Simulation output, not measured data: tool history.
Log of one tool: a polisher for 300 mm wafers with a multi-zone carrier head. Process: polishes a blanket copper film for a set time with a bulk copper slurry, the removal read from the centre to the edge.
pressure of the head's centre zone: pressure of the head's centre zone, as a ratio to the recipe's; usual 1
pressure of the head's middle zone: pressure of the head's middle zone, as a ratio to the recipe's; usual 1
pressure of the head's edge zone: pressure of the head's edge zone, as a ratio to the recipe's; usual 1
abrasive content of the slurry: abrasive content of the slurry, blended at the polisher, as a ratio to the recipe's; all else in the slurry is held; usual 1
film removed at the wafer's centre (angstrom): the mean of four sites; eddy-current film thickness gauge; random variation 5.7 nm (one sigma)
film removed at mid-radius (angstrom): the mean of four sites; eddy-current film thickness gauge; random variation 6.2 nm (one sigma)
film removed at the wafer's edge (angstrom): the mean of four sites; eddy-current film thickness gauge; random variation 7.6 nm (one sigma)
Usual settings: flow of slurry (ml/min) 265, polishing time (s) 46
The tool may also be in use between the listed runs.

run,hour,flow of slurry (ml/min),pressure of the head's centre zone,pressure of the head's middle zone,pressure of the head's edge zone,abrasive content of the slurry,polishing time (s),wafers since the last listed run,wafers polished on this pad,hours since the slurry nozzle was cleaned,hours since the centre zone pressure was calibrated,hours since the edge zone pressure was calibrated,hours since the carrier head's membrane was replaced,"incoming thickness of the incoming film, nm",film removed at the wafer's centre (angstrom),film removed at mid-radius (angstrom),film removed at the wafer's edge (angstrom)
1,0,265,1,1,1,1,46,0,334,399,893.2,500.5,1247.9,2541.8,5578,5421,5592
2,21.3,195,0.92,1,1,1,46,175,509,420.3,914.5,521.8,1269.2,2503.5,4692,4995,5367
3,27.8,195,0.92,1,1,1,46,53,562,426.8,921,528.3,1275.7,2593.9,4645,4967,5306
4,35.7,265,1.09,1,1,1,46,64,627,434.7,928.9,536.2,1283.6,2533.8,6000,5231,5357
# hour 44.7: worn pad replaced by a new one
5,48.5,265,1.09,1,1,1,46,72,31,447.5,941.7,549,1296.4,2530.2,6107,5291,5635
6,54.7,265,1.09,1,1,1,46,50,82,453.7,947.9,555.2,1302.6,2499,5980,5335,5667
7,70.6,265,1,1,0.92,1,46,130,213,469.6,963.8,571.1,1318.5,2552.8,5517,5384,5375
8,78.6,265,1,1,0.92,1,46,65,279,477.6,971.8,579.1,1326.5,2552.9,5555,5263,5358
9,87.9,265,1,0.96,1,1,46,76,355,486.9,981.1,588.4,1335.8,2539.7,5393,5163,5445
10,97.6,265,1,1,1,1,46,79,435,496.6,990.8,598.1,1345.5,2535,5406,5127,5615
11,109.1,265,1,0.97,1,0.9,46,94,529,508.1,1002.3,609.6,1357,2537.3,5398,4976,5237
# hour 125.6: slurry nozzle cleaned
12,126,265,1,0.97,1,1,46,130,660,0.4,1019.2,626.5,1373.9,2578,5668,5300,5753
# hour 135.4: edge zone pressure recalibrated
13,135.8,265,1,1,1,1,46,64,724,10.2,1029,0.4,1383.7,2590.2,5668,5439,5646
14,144.6,265,1,0.9,1,0.9,46,72,797,19,1037.8,9.2,1392.5,2562.5,5566,5063,5613
# hour 150.1: worn pad replaced by a new one
# hour 172: carrier head's membrane replaced by a new one
15,189.3,265,1.07,1,1,1,46,293,281,63.7,1082.5,53.9,17.3,2603,6255,5521,5693

Run 16 comes next. What will it give?
16,203.1,265,0.89,1,0.96,1.15,46,113,394,77.5,1096.3,67.7,31.1,2586,?,?,?

{"run 16": {"film removed at the wafer's centre (angstrom)": 5236, "film removed at mid-radius (angstrom)": 5625, "film removed at the wafer's edge (angstrom)": 5659}}
Without the tool's hidden state the same run would have given film removed at the wafer's centre (angstrom) 5499, film removed at mid-radius (angstrom) 5902, film removed at the wafer's edge (angstrom) 5924.
